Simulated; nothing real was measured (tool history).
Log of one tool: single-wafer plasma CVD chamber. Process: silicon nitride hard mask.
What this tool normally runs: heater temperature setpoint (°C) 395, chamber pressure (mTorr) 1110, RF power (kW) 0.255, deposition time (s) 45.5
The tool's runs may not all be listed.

run,hour,heater temperature setpoint (°C),chamber pressure (mTorr),RF power (kW),deposition time (s),"read-back reference wafer on the same gauge, thickness_nm",mean film thickness on the monitor wafer (nm)
1,0.0,395,1110,0.255,45.5,47.627,44.776
2,26.3,395,1110,0.255,45.5,47.549,44.858
3,46.4,395,1110,0.255,45.5,47.652,44.501
4,67.7,395,1110,0.255,45.5,47.613,44.069
# hour 90.5: showerhead replaced
5,98.4,395,1110,0.255,45.5,47.589,44.332
# hour 140.4: RF generator calibrated
6,204.8,395,1110,0.255,45.5,47.623,44.457
7,237.8,395,1110,0.255,45.5,47.618,44.163
8,252.4,395,1110,0.255,45.5,47.540,44.573
9,267.6,406,1110,0.255,45.5,47.622,44.288
10,300.6,409,1330,0.285,45.5,47.618,50.489
11,330.2,395,1320,0.255,45.5,47.628,47.594
12,348.5,395,880,0.255,37.7,47.601,33.330
# hour 382.8: capacitance manometer re-zeroed and calibrated
13,383.3,395,900,0.255,45.5,47.601,37.619
# hour 408.9: thermocouple changed; heater temperature recalibrated
14,409.4,395,1110,0.255,45.5,47.508,41.840
15,441.0,395,1110,0.255,45.5,47.645,41.540
16,461.8,395,1110,0.295,42.4,47.600,42.500
17,491.2,395,1110,0.255,45.5,47.602,41.710
18,506.5,395,1110,0.225,45.5,47.629,38.659
19,524.7,395,1110,0.220,51.9,47.524,43.127
20,538.1,395,1110,0.230,49.3,47.531,42.477
21,562.7,395,930,0.230,41.1,47.655,32.415
22,592.8,380,1110,0.255,45.5,47.596,41.669
# hour 621.2: gauge calibrated
23,628.6,395,1110,0.205,45.5,47.647,36.396
24,659.3,380,1110,0.230,53.5,47.518,46.410
# hour 684.6: capacitance manometer re-zeroed and calibrated, repeated, since the last time left the tool worse
25,715.2,395,1380,0.255,45.5,47.608,47.650
26,731.4,395,840,0.255,45.5,47.700,37.891
27,766.3,406,950,0.285,50.6,47.615,48.466
28,802.2,395,930,0.230,41.1,47.662,34.477
29,827.0,395,1110,0.280,52.6,47.600,53.326

Below are 3 alternative next runs, each starting from the tool's condition after run 29. Predict each:
A,827.4,395,1110,0.255,45.5,?,?
B,827.4,400,1370,0.285,53.0,?,?
C,827.4,408,1110,0.255,54.5,?,?

run,"read-back reference wafer on the same gauge, thickness_nm",mean film thickness on the monitor wafer (nm)
A,47.695,43.501
B,47.695,58.723
C,47.695,51.803
The same runs, with their run-to-run variation unchanged, on a tool lacking any hidden condition would have given:
run,mean film thickness on the monitor wafer (nm)
A,43.197
B,58.360
C,51.442
